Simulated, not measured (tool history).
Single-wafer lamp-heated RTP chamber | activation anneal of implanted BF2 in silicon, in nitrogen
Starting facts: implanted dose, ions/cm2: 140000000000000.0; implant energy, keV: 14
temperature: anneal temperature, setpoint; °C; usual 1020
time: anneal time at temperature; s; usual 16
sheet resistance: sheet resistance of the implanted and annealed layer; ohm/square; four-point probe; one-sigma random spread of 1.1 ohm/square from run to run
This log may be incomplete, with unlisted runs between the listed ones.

run     day  temperature  time  read-back reference wafer on the same gauge, sheet resistance  sheet resistance
  1   0.000          999    16                                                         603.05            749.90
  2   0.671          999    16                                                         602.91            746.83
      1.071  -- reflector plate cleaned
  3   1.838         1020     9                                                         602.29            748.35
  4   2.596         1020     9                                                         602.04            750.64
  5   3.904         1020     9                                                         601.42            750.02
  6   4.875         1020    16                                                         600.66            742.37
  7   5.754         1020    16                                                         601.04            740.30
  8   6.575         1020    16                                                         600.43            741.89
  9   7.971          997    16                                                         600.25            742.20
 10   8.954          997    16                                                         599.43            745.09
 11   9.900         1043    16                                                         600.23            732.68
 12  10.529         1043    16                                                         599.63            731.44
 13  11.083         1043    16                                                         599.73            733.83
     12.367  -- reflector plate cleaned
 14  12.438         1038    14                                                         599.32            735.41
     13.025  -- pyrometer window cleaned and pyrometer calibrated
 15  13.804         1020    16                                                         599.20            739.26
 16  14.896         1020     8                                                         598.80            747.59
 17  16.271         1039    10                                                         599.05            741.07
 18  17.425         1012    19                                                         598.87            738.49
     17.504  -- gauge calibrated
 19  18.129         1043     8                                                         605.13            751.64
 20  19.388         1006    13                                                         603.80            750.13
 21  20.088         1020    16                                                         603.19            745.96
 22  21.300          999    19                                                         602.52            743.44
 23  21.892         1032     7                                                         601.86            748.95
     23.446  -- reflector plate cleaned
 24  23.467          992    10                                                         600.63            751.64
 25  24.279         1008    23                                                         600.25            738.99
 26  24.975         1009    22                                                         600.21            739.00
     25.796  -- pyrometer window cleaned and pyrometer calibrated
 27  27.779         1006    23                                                         599.05            737.05
 28  28.788         1005    21                                                         598.59            737.24
 29  29.383         1020    16                                                         598.62            738.55
 30  29.900         1008     7                                                         598.07            749.03
 31  31.129         1020    16                                                         598.09            738.17

Run by run, hidden condition taken away, random variation retained:
Unlogged tool condition in this case: true wafer temperature minus pyrometer reading, K; wafer temperature error from the tarnished reflector plate, K; gauge reads high (%).
run  sheet resistance
  1            753.53
  2            750.90
  3            753.15
  4            755.86
  5            755.89
  6            748.60
  7            746.85
  8            748.74
  9            749.48
 10            752.67
 11            740.36
 12            739.25
 13            741.78
 14            743.62
 15            747.74
 16            756.32
 17            749.89
 18            747.39
 19            752.78
 20            752.80
 21            749.39
 22            748.04
 23            754.11
 24            758.07
 25            745.86
 26            746.32
 27            745.80
 28            746.41
 29            747.96
 30            758.76
 31            748.16
